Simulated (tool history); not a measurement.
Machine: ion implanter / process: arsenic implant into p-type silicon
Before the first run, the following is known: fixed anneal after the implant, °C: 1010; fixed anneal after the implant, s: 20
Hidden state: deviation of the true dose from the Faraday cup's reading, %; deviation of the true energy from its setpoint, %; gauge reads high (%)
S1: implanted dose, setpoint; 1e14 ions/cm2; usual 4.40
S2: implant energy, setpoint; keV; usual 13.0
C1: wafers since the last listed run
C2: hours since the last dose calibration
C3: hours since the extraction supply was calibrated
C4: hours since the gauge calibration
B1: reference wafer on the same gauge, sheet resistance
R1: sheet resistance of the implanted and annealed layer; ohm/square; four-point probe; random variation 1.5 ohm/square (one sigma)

run   hour    S1    S2    C1     C2      C3     C4      B1      R1
  1    0.0  4.40  13.0     0  754.8  1839.7  703.3  238.93  263.11
  2    8.5  4.96  10.0   196  763.3  1848.2  711.8  238.98  248.53
  3   25.9  3.67  13.0   401  780.7  1865.6  729.2  239.27  305.02
  4   68.1  4.40  13.0   973  822.9  1907.8  771.4  238.90  266.22
  5   82.3  4.40  13.0   327  837.1  1922.0  785.6  238.95  264.29
  6   96.5  4.40  15.5   327  851.3  1936.2  799.8  239.08  260.85
     105.0  -- Faraday cup replaced and dose calibrated
  7  109.8  4.40  13.0   122    4.8  1949.5  813.1  238.24  270.47
  8  124.6  4.40  13.0   341   19.6  1964.3  827.9  239.04  273.78
  9  131.5  4.40  13.0   159   26.5  1971.2  834.8  239.28  274.08
 10  147.6  4.40  13.0   371   42.6  1987.3  850.9  239.31  270.66
     165.7  -- gauge calibrated
     167.6  -- extraction supply calibrated
 11  168.1  4.40  13.0   288   63.1     0.5    2.4  239.56  270.90
 12  174.4  4.40  13.0   145   69.4     6.8    8.7  238.98  269.71
 13  185.8  4.40  13.0   262   80.8    18.2   20.1  239.45  272.67
 14  193.8  4.40  13.0   184   88.8    26.2   28.1  239.18  273.21
     223.2  -- Faraday cup replaced and dose calibrated, repeated, since the last time left the tool worse
 15  233.0  4.40  13.0   719    9.8    65.4   67.3  238.77  264.17
 16  245.2  4.40  13.0   281   22.0    77.6   79.5  238.97  260.84
 17  254.5  3.26  10.5   214   31.3    86.9   88.8  239.53  334.82
 18  268.0  5.17  11.5   311   44.8   100.4  102.3  239.89  232.84
 19  275.0  4.40  13.0   161   51.8   107.4  109.3  239.69  260.18
 20  283.8  4.40  16.5   202   60.6   116.2  118.1  239.30  253.63
 21  298.8  4.40  10.5   345   75.6   131.2  133.1  239.37  267.52
 22  313.5  4.40  15.5   338   90.3   145.9  147.8  238.89  256.31
 23  329.1  4.40  13.0   359  105.9   161.5  163.4  238.62  261.18
 24  335.5  5.59  11.0   147  112.3   167.9  169.8  239.05  224.10
 25  341.6  3.28  11.5   140  118.4   174.0  175.9  238.40  329.06
 26  369.1  4.40  13.0   634  145.9   201.5  203.4  238.73  260.89
 27  385.8  3.21   8.5   385  162.6   218.2  220.1  238.74  342.63
 28  402.1  4.81  16.5   375  178.9   234.5  236.4  239.07  237.05
 29  409.8  3.10   8.5   177  186.6   242.2  244.1  238.87  353.46
 30  419.7  4.40  10.0   228  196.5   252.1  254.0  239.12  264.55
 31  429.5  4.40  13.0   225  206.3   261.9  263.8  239.64  262.87
 32  444.4  4.90  14.5   343  221.2   276.8  278.7  238.96  241.31
 33  453.0  3.09  11.5   198  229.8   285.4  287.3  239.04  349.08
 34  469.6  3.12  13.0   382  246.4   302.0  303.9  238.75  339.91
 35  475.7  3.40  14.5   140  252.5   308.1  310.0  238.32  314.57
 36  520.7  5.33  13.0  1037  297.5   353.1  355.0  238.22  228.64
 37  538.3  4.40  13.0   405  315.1   370.7  372.6  239.32  260.22
 38  581.4  5.08  17.5   993  358.2   413.8  415.7  239.14  230.07

What was the tool's hidden state at every run in the log?
deviation of the true energy from its setpoint, %: 0 across all the runs
gauge reads high (%): 0 across all the runs
H1: deviation of the true dose from the Faraday cup's reading, %
run      H1
  1   -3.05
  2   -3.08
  3   -3.14
  4   -3.29
  5   -3.34
  6   -3.39
  7   -6.11
  8   -6.16
  9   -6.18
 10   -6.24
 11   -6.31
 12   -6.33
 13   -6.37
 14    -6.4
 15  -0.395
 16  -0.437
 17  -0.469
 18  -0.516
 19   -0.54
 20  -0.571
 21  -0.623
 22  -0.674
 23  -0.728
 24   -0.75
 25  -0.771
 26  -0.866
 27  -0.924
 28  -0.981
 29   -1.01
 30   -1.04
 31   -1.08
 32   -1.13
 33   -1.16
 34   -1.21
 35   -1.24
 36   -1.39
 37   -1.45
 38    -1.6
